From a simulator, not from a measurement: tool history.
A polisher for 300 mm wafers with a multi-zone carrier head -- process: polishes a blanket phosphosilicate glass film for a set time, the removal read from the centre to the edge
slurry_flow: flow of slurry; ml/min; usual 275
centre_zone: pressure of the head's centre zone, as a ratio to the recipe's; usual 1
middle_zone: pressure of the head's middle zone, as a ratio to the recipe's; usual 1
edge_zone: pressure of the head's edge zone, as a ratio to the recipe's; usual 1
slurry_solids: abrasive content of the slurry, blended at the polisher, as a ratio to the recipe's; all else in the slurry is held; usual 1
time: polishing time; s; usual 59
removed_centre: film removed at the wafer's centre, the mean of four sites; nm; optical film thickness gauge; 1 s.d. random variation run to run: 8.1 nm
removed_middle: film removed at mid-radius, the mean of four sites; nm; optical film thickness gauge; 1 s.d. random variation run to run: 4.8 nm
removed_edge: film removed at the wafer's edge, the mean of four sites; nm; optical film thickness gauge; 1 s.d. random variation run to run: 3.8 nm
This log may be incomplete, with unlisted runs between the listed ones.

| run | hour | slurry_flow | centre_zone | middle_zone | edge_zone | slurry_solids | time | incoming thickness of the incoming film, nm | removed_centre | removed_middle | removed_edge |
|---|---|---|---|---|---|---|---|---|---|---|---|
| 1 | 0 | 275 | 1 | 1 | 1 | 1 | 59 | 4243.8 | 625 | 613 | 618.8 |
|  | 25.1 | slurry nozzle cleaned |
| 2 | 26.5 | 275 | 1 | 1 | 1 | 1 | 59 | 4273.8 | 610.7 | 606.7 | 616.5 |
| 3 | 43.9 | 275 | 1 | 1 | 1 | 1 | 59 | 4216 | 619.8 | 608.8 | 615.1 |
| 4 | 78.3 | 275 | 1 | 1 | 1 | 1 | 59 | 4234.3 | 598.9 | 598.8 | 594 |
|  | 93.7 | worn pad replaced by a new one |
| 5 | 99.8 | 275 | 1 | 1 | 1 | 1 | 59 | 4350.3 | 627 | 628.7 | 633.8 |
| 6 | 117.1 | 315 | 1 | 1 | 1 | 1 | 47 | 4227.4 | 510.1 | 500.4 | 510.4 |
| 7 | 146.5 | 315 | 1 | 1 | 1 | 1 | 47 | 4248.9 | 510.6 | 506.4 | 495.9 |
| 8 | 177.8 | 275 | 1 | 0.89 | 0.96 | 0.9 | 59 | 4313.3 | 600.3 | 538 | 581.1 |
| 9 | 213 | 320 | 1 | 1 | 1 | 1.1 | 59 | 4274.3 | 637.9 | 630 | 632.4 |
|  | 241.3 | worn pad replaced by a new one |
| 10 | 247.3 | 275 | 1 | 1 | 1 | 1 | 38 | 4246.1 | 401.9 | 411.3 | 405.9 |
| 11 | 265.1 | 190 | 0.95 | 1 | 1 | 1 | 59 | 4308.3 | 555.6 | 590.6 | 604.7 |
| 12 | 283.9 | 275 | 1 | 1.03 | 1.08 | 1 | 59 | 4293.3 | 632.5 | 635.1 | 647.4 |
| 13 | 319.6 | 275 | 1 | 1 | 1 | 1 | 59 | 4289.6 | 624.8 | 611.4 | 614.9 |
| 14 | 334.3 | 275 | 0.9 | 0.94 | 1 | 1.2 | 66 | 4231.2 | 671.4 | 693.5 | 729.8 |
| 15 | 350.7 | 305 | 1.11 | 1 | 1 | 1 | 59 | 4179.6 | 697.4 | 612.4 | 621.2 |
|  | 358.6 | carrier head's membrane replaced by a new one |
|  | 367.4 | edge zone pressure recalibrated |
| 16 | 377.8 | 205 | 1.09 | 1 | 1 | 1.15 | 43 | 4219.3 | 492.6 | 446.7 | 448.6 |
|  | 390 | worn pad replaced by a new one |
|  | 399.1 | centre zone pressure recalibrated |
| 17 | 408.3 | 275 | 1.04 | 1.09 | 1.08 | 1 | 59 | 4217.3 | 670.2 | 670.1 | 657.7 |
|  | 422.7 | slurry nozzle cleaned |
| 18 | 441.4 | 275 | 1 | 1 | 1 | 1 | 59 | 4227.3 | 629.8 | 626.2 | 625.9 |
| 19 | 474 | 275 | 1 | 1 | 1 | 1 | 59 | 4189.7 | 619.8 | 619.4 | 619.4 |
| 20 | 499.9 | 345 | 1.1 | 0.94 | 1.07 | 1 | 59 | 4235.8 | 691.5 | 590.8 | 643.7 |
| 21 | 527.3 | 275 | 0.94 | 1 | 1 | 1 | 59 | 4319.5 | 578.8 | 601.8 | 608.7 |
|  | 565.1 | worn pad replaced by a new one |
| 22 | 565.6 | 275 | 1 | 1 | 1.12 | 1 | 59 | 4180.6 | 632.5 | 623 | 663 |

Run by run, hidden condition taken away, random variation retained:
The tool's hidden condition here consists of: removal rate lost through wear of the pad, %; slurry flow missing at the pad, %; deviation of the centre zone's pressure from its setpoint, %; deviation of the edge zone's pressure from its setpoint, %.
| run | removed_centre | removed_middle | removed_edge |
|---|---|---|---|
| 1 | 644.1 | 631.7 | 637.7 |
| 2 | 635.5 | 631.3 | 641.5 |
| 3 | 649.1 | 637.6 | 644.2 |
| 4 | 635.3 | 635.1 | 630.1 |
| 5 | 631.5 | 633.3 | 638.3 |
| 6 | 517 | 507.1 | 517.3 |
| 7 | 523 | 518.6 | 507.9 |
| 8 | 621.9 | 557.3 | 602 |
| 9 | 669.4 | 661.1 | 663.6 |
| 10 | 404.3 | 413.8 | 408.4 |
| 11 | 562.5 | 598 | 612.2 |
| 12 | 644.7 | 647.4 | 659.9 |
| 13 | 645.1 | 631.3 | 634.9 |
| 14 | 696.9 | 719.9 | 757.6 |
| 15 | 728.4 | 639.6 | 648.8 |
| 16 | 519.7 | 471.2 | 473.3 |
| 17 | 675.5 | 675.4 | 663 |
| 18 | 642.4 | 638.8 | 638.4 |
| 19 | 639.7 | 639.3 | 639.3 |
| 20 | 720.6 | 615.6 | 670.7 |
| 21 | 609.2 | 633.5 | 640.7 |
| 22 | 641.3 | 631.7 | 672.2 |
